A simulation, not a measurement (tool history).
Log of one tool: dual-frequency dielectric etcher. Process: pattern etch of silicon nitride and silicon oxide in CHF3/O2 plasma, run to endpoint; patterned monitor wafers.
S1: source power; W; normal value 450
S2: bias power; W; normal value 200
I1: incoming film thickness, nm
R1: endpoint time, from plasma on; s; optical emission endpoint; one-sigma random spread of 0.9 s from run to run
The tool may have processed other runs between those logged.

Run 1, hour 0: usual settings but S1 390 W, S2 167 W; I1 195.6. Result: R1 153.1 s.
Run 2, hour 25.9: usual settings but S1 500 W; I1 197.8. Result: R1 129.3 s.
Run 3, hour 56.3: usual settings but S1 500 W; I1 195.1. Result: R1 128.4 s.
Run 4, hour 86.6: usual settings but S1 500 W; I1 198. Result: R1 131.4 s.
Run 5, hour 103.3: usual settings but S2 216 W; I1 196.6. Result: R1 129.5 s.
Run 6, hour 116.9: usual settings but S2 216 W; I1 198. Result: R1 131.7 s.
Run 7, hour 140.8: usual settings but S2 216 W; I1 195.5. Result: R1 130.1 s.
Run 8, hour 166.8: usual settings; I1 195.4. Result: R1 133 s.
Run 9, hour 183: usual settings; I1 196.1. Result: R1 134.3 s.
Run 10, hour 195.7: usual settings; I1 195.5. Result: R1 134.3 s.
Run 11, hour 216.4: usual settings but S2 183 W; I1 196.6. Result: R1 139.1 s.
Run 12, hour 298.8: usual settings; I1 195.7. Result: R1 133.9 s.
Run 13, hour 327.2: usual settings; I1 196.4. Result: R1 132.5 s.
Run 14, hour 341.2: usual settings but S2 163 W; I1 196. Result: R1 146.5 s.
Run 15, hour 360.1: usual settings but S1 530 W, S2 211 W; I1 195.2. Result: R1 122.3 s.
Run 16, hour 378.1: usual settings but S2 239 W; I1 195.9. Result: R1 123.6 s.
Run 17, hour 412.9: usual settings but S2 239 W; I1 195.4. Result: R1 122.8 s.
At hour 432.1: bias power generator calibrated.
At hour 442.8: wet clean of the chamber.
At hour 453.5: upper electrode replaced.
Run 18, hour 454: usual settings but S1 480 W; I1 198.3. Result: R1 133.6 s.
Run 19, hour 465.6: usual settings but S1 540 W, S2 247 W; I1 193.8. Result: R1 114 s.
Run 20, hour 480.5: usual settings; I1 195.3. Result: R1 133.2 s.
Run 21, hour 496.9: usual settings but S2 239 W; I1 195.5. Result: R1 122.4 s.
Run 22, hour 529.3: usual settings but S2 152 W; I1 196.8. Result: R1 153.3 s.
Run 23, hour 560.1: usual settings; I1 195.5. Result: R1 134.5 s.
Run 24, hour 584.3: usual settings but S1 530 W, S2 159 W; I1 196.1. Result: R1 143.1 s.
Run 25, hour 644.9: usual settings but S1 370 W, S2 217 W; I1 193.3. Result: R1 133.9 s.
Run 26, hour 679.9: usual settings but S1 490 W, S2 158 W; I1 196.3. Result: R1 147.2 s.
At hour 690.3: source power generator calibrated.
Run 27, hour 712.3: usual settings but S1 510 W, S2 179 W; I1 197.8. Result: R1 137.1 s.
Run 28, hour 730.7: usual settings but S1 490 W, S2 162 W; I1 196.6. Result: R1 143.8 s.
Run 29, hour 757: usual settings; I1 196.2. Result: R1 135.6 s.
Run 30, hour 786: usual settings but S1 540 W; I1 196.1. Result: R1 127.2 s.
Run 31, hour 812.9: usual settings but S2 171 W; I1 193.7. Result: R1 142 s.
Run 32, hour 872.7: usual settings but S1 350 W; I1 193.2. Result: R1 142.5 s.
Run 33, hour 903.7: usual settings but S1 550 W, S2 228 W; I1 198.1. Result: R1 120.1 s.
At hour 936.3: wet clean of the chamber.
Run 34, hour 936.8: usual settings but S1 550 W; I1 194.7. Result: R1 124.8 s.

List, for all runs, the conditions of the tool that the log does not record:
etch rate over this chamber's usual, %: 0 in every run
source power that arrives over what is set, %: 0 in every run
bias power that arrives over what is set, %: 0 in every run
